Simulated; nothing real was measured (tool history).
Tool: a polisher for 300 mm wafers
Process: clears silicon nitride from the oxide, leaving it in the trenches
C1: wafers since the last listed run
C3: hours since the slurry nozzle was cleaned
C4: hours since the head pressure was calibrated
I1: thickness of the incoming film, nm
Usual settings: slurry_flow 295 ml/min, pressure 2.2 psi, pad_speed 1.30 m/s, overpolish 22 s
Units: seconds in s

{"run": 1, "hour": 0.0, "slurry_flow": 295, "pressure": 2.6, "pad_speed": 1.3, "overpolish": 22, "C1": 0, "wafers polished on this pad": 3414, "C3": 389.2, "C4": 139.7, "I1": 69.5, "seconds": 62.4}
{"run": 2, "hour": 90.3, "slurry_flow": 295, "pressure": 2.2, "pad_speed": 1.3, "overpolish": 19, "C1": 902, "wafers polished on this pad": 4317, "C3": 479.5, "C4": 230.0, "I1": 69.5, "seconds": 72.5}
{"run": 3, "hour": 182.2, "slurry_flow": 295, "pressure": 2.2, "pad_speed": 1.3, "overpolish": 19, "C1": 918, "wafers polished on this pad": 5236, "C3": 571.4, "C4": 321.9, "I1": 70.0, "seconds": 72.7}
{"hour": 255.9, "done": "worn pad replaced by a new one"}
{"run": 4, "hour": 287.9, "slurry_flow": 295, "pressure": 2.2, "pad_speed": 1.3, "overpolish": 19, "C1": 1016, "wafers polished on this pad": 319, "C3": 677.1, "C4": 427.6, "I1": 71.0, "seconds": 74.6}
{"hour": 349.0, "done": "slurry nozzle cleaned"}
{"run": 5, "hour": 351.0, "slurry_flow": 295, "pressure": 1.9, "pad_speed": 1.3, "overpolish": 22, "C1": 620, "wafers polished on this pad": 940, "C3": 2.0, "C4": 490.7, "I1": 70.4, "seconds": 86.3}
{"run": 6, "hour": 402.2, "slurry_flow": 295, "pressure": 1.9, "pad_speed": 1.3, "overpolish": 22, "C1": 511, "wafers polished on this pad": 1452, "C3": 53.2, "C4": 541.9, "I1": 70.1, "seconds": 86.1}
{"hour": 435.8, "done": "head pressure recalibrated"}
{"run": 7, "hour": 506.1, "slurry_flow": 295, "pressure": 1.9, "pad_speed": 1.3, "overpolish": 22, "C1": 1018, "wafers polished on this pad": 2471, "C3": 157.1, "C4": 70.3, "I1": 69.7, "seconds": 85.5}
{"run": 8, "hour": 558.5, "slurry_flow": 295, "pressure": 2.2, "pad_speed": 1.3, "overpolish": 22, "C1": 523, "wafers polished on this pad": 2995, "C3": 209.5, "C4": 122.7, "I1": 70.1, "seconds": 72.7}
{"run": 9, "hour": 633.1, "slurry_flow": 320, "pressure": 2.5, "pad_speed": 1.3, "overpolish": 22, "C1": 745, "wafers polished on this pad": 3741, "C3": 284.1, "C4": 197.3, "I1": 71.0, "seconds": 64.7}
{"run": 10, "hour": 674.3, "slurry_flow": 320, "pressure": 2.5, "pad_speed": 1.3, "overpolish": 22, "C1": 411, "wafers polished on this pad": 4153, "C3": 325.3, "C4": 238.5, "I1": 69.2, "seconds": 63.6}
{"run": 11, "hour": 716.9, "slurry_flow": 320, "pressure": 2.5, "pad_speed": 1.3, "overpolish": 22, "C1": 425, "wafers polished on this pad": 4579, "C3": 367.9, "C4": 281.1, "I1": 69.8, "seconds": 63.4}
{"run": 12, "hour": 787.0, "slurry_flow": 295, "pressure": 2.0, "pad_speed": 1.3, "overpolish": 31, "C1": 700, "wafers polished on this pad": 5280, "C3": 438.0, "C4": 351.2, "I1": 70.4, "seconds": 80.7}
{"hour": 891.5, "done": "worn pad replaced by a new one"}
{"run": 13, "hour": 913.1, "slurry_flow": 295, "pressure": 2.0, "pad_speed": 1.3, "overpolish": 31, "C1": 1220, "wafers polished on this pad": 215, "C3": 564.1, "C4": 477.3, "I1": 69.3, "seconds": 79.4}
{"run": 14, "hour": 1016.7, "slurry_flow": 295, "pressure": 2.2, "pad_speed": 1.3, "overpolish": 22, "C1": 1035, "wafers polished on this pad": 1251, "C3": 667.7, "C4": 580.9, "I1": 70.4, "seconds": 74.0}
{"hour": 1036.7, "done": "head pressure recalibrated"}
{"hour": 1062.6, "done": "slurry nozzle cleaned"}
{"run": 15, "hour": 1105.5, "slurry_flow": 295, "pressure": 2.2, "pad_speed": 1.3, "overpolish": 22, "C1": 857, "wafers polished on this pad": 2109, "C3": 42.9, "C4": 68.8, "I1": 70.1, "seconds": 71.9}
{"run": 16, "hour": 1147.1, "slurry_flow": 330, "pressure": 2.2, "pad_speed": 1.5, "overpolish": 22, "C1": 415, "wafers polished on this pad": 2525, "C3": 84.5, "C4": 110.4, "I1": 71.4, "seconds": 63.8}
{"run": 17, "hour": 1255.0, "slurry_flow": 295, "pressure": 1.9, "pad_speed": 1.48, "overpolish": 22, "C1": 1078, "wafers polished on this pad": 3604, "C3": 192.4, "C4": 218.3, "I1": 69.4, "seconds": 73.9}
{"run": 18, "hour": 1315.7, "slurry_flow": 330, "pressure": 2.2, "pad_speed": 1.3, "overpolish": 22, "C1": 606, "wafers polished on this pad": 4211, "C3": 253.1, "C4": 279.0, "I1": 69.4, "seconds": 72.1}
{"run": 19, "hour": 1371.3, "slurry_flow": 295, "pressure": 1.9, "pad_speed": 1.3, "overpolish": 33, "C1": 555, "wafers polished on this pad": 4767, "C3": 308.7, "C4": 334.6, "I1": 70.0, "seconds": 85.7}
{"run": 20, "hour": 1429.0, "slurry_flow": 295, "pressure": 2.2, "pad_speed": 1.3, "overpolish": 22, "C1": 576, "wafers polished on this pad": 5344, "C3": 366.4, "C4": 392.3, "I1": 69.8, "seconds": 73.7}
{"run": 21, "hour": 1495.3, "slurry_flow": 295, "pressure": 2.2, "pad_speed": 1.3, "overpolish": 22, "C1": 662, "wafers polished on this pad": 6007, "C3": 432.7, "C4": 458.6, "I1": 70.4, "seconds": 73.6}
{"hour": 1561.6, "done": "worn pad replaced by a new one"}
{"run": 22, "hour": 1607.8, "slurry_flow": 295, "pressure": 2.2, "pad_speed": 1.3, "overpolish": 22, "C1": 1084, "wafers polished on this pad": 462, "C3": 545.2, "C4": 571.1, "I1": 69.9, "seconds": 72.9}
{"run": 23, "hour": 1648.9, "slurry_flow": 265, "pressure": 1.7, "pad_speed": 0.9, "overpolish": 33, "C1": 410, "wafers polished on this pad": 873, "C3": 586.3, "C4": 612.2, "I1": 70.2, "seconds": 139.4}
{"hour": 1703.3, "done": "head pressure recalibrated"}
{"run": 24, "hour": 1738.5, "slurry_flow": 295, "pressure": 1.9, "pad_speed": 0.86, "overpolish": 32, "C1": 875, "wafers polished on this pad": 1748, "C3": 675.9, "C4": 35.2, "I1": 69.1, "seconds": 127.5}
{"hour": 1774.5, "done": "slurry nozzle cleaned"}
{"run": 25, "hour": 1800.6, "slurry_flow": 200, "pressure": 2.2, "pad_speed": 1.64, "overpolish": 22, "C1": 610, "wafers polished on this pad": 2359, "C3": 26.1, "C4": 97.3, "I1": 70.4, "seconds": 61.1}
{"run": 26, "hour": 1877.6, "slurry_flow": 255, "pressure": 2.2, "pad_speed": 1.0, "overpolish": 22, "C1": 769, "wafers polished on this pad": 3129, "C3": 103.1, "C4": 174.3, "I1": 70.3, "seconds": 97.1}
{"run": 27, "hour": 1962.3, "slurry_flow": 295, "pressure": 2.2, "pad_speed": 1.3, "overpolish": 22, "C1": 846, "wafers polished on this pad": 3976, "C3": 187.8, "C4": 259.0, "I1": 70.8, "seconds": 74.0}
{"run": 28, "hour": 2058.5, "slurry_flow": 295, "pressure": 2.2, "pad_speed": 1.3, "overpolish": 22, "C1": 961, "wafers polished on this pad": 4938, "C3": 284.0, "C4": 355.2, "I1": 69.2, "seconds": 72.5}
{"hour": 2127.2, "done": "worn pad replaced by a new one"}
{"run": 29, "hour": 2152.2, "slurry_flow": 355, "pressure": 2.2, "pad_speed": 1.12, "overpolish": 19, "C1": 896, "wafers polished on this pad": 250, "C3": 377.7, "C4": 448.9, "I1": 70.5, "seconds": 86.3}
{"run": 30, "hour": 2205.1, "slurry_flow": 295, "pressure": 2.2, "pad_speed": 1.3, "overpolish": 22, "C1": 528, "wafers polished on this pad": 779, "C3": 430.6, "C4": 501.8, "I1": 71.0, "seconds": 74.6}
{"run": 31, "hour": 2259.1, "slurry_flow": 295, "pressure": 1.8, "pad_speed": 1.3, "overpolish": 22, "C1": 539, "wafers polished on this pad": 1318, "C3": 484.6, "C4": 555.8, "I1": 70.2, "seconds": 89.6}
{"hour": 2294.2, "done": "head pressure recalibrated"}
{"run": 32, "hour": 2321.0, "slurry_flow": 385, "pressure": 2.2, "pad_speed": 1.74, "overpolish": 26, "C1": 598, "wafers polished on this pad": 1917, "C3": 546.5, "C4": 26.8, "I1": 69.8, "seconds": 54.1}
{"run": 33, "hour": 2399.0, "slurry_flow": 325, "pressure": 2.8, "pad_speed": 1.44, "overpolish": 22, "C1": 779, "wafers polished on this pad": 2697, "C3": 624.5, "C4": 104.8, "I1": 70.8, "seconds": 52.1}
{"hour": 2410.9, "done": "slurry nozzle cleaned"}
{"run": 34, "hour": 2468.8, "slurry_flow": 380, "pressure": 2.6, "pad_speed": 1.68, "overpolish": 33, "C1": 687, "wafers polished on this pad": 3385, "C3": 57.9, "C4": 174.6, "I1": 70.3, "seconds": 47.8}
{"run": 35, "hour": 2576.6, "slurry_flow": 295, "pressure": 2.2, "pad_speed": 1.3, "overpolish": 22, "C1": 1077, "wafers polished on this pad": 4463, "C3": 165.7, "C4": 282.4, "I1": 70.4, "seconds": 74.2}
{"run": 36, "hour": 2669.3, "slurry_flow": 320, "pressure": 2.5, "pad_speed": 1.3, "overpolish": 22, "C1": 926, "wafers polished on this pad": 5390, "C3": 258.4, "C4": 375.1, "I1": 69.2, "seconds": 63.5}

Hidden state at the last listed run before each entry between runs and at the first one after, where it differs:
Between runs 3 and 4: worn pad replaced by a new one (hour 255.9)
  no hidden state differs between the two runs
Between runs 4 and 5: slurry nozzle cleaned (hour 349.0)
  no hidden state differs between the two runs
Between runs 6 and 7: head pressure recalibrated (hour 435.8)
  no hidden state differs between the two runs
Between runs 12 and 13: worn pad replaced by a new one (hour 891.5)
  no hidden state differs between the two runs
Between runs 14 and 15: head pressure recalibrated (hour 1036.7); slurry nozzle cleaned (hour 1062.6)
  no hidden state differs between the two runs
Between runs 21 and 22: worn pad replaced by a new one (hour 1561.6)
  no hidden state differs between the two runs
Between runs 23 and 24: head pressure recalibrated (hour 1703.3)
  no hidden state differs between the two runs
Between runs 24 and 25: slurry nozzle cleaned (hour 1774.5)
  no hidden state differs between the two runs
Between runs 28 and 29: worn pad replaced by a new one (hour 2127.2)
  no hidden state differs between the two runs
Between runs 31 and 32: head pressure recalibrated (hour 2294.2)
  no hidden state differs between the two runs
Between runs 33 and 34: slurry nozzle cleaned (hour 2410.9)
  no hidden state differs between the two runs
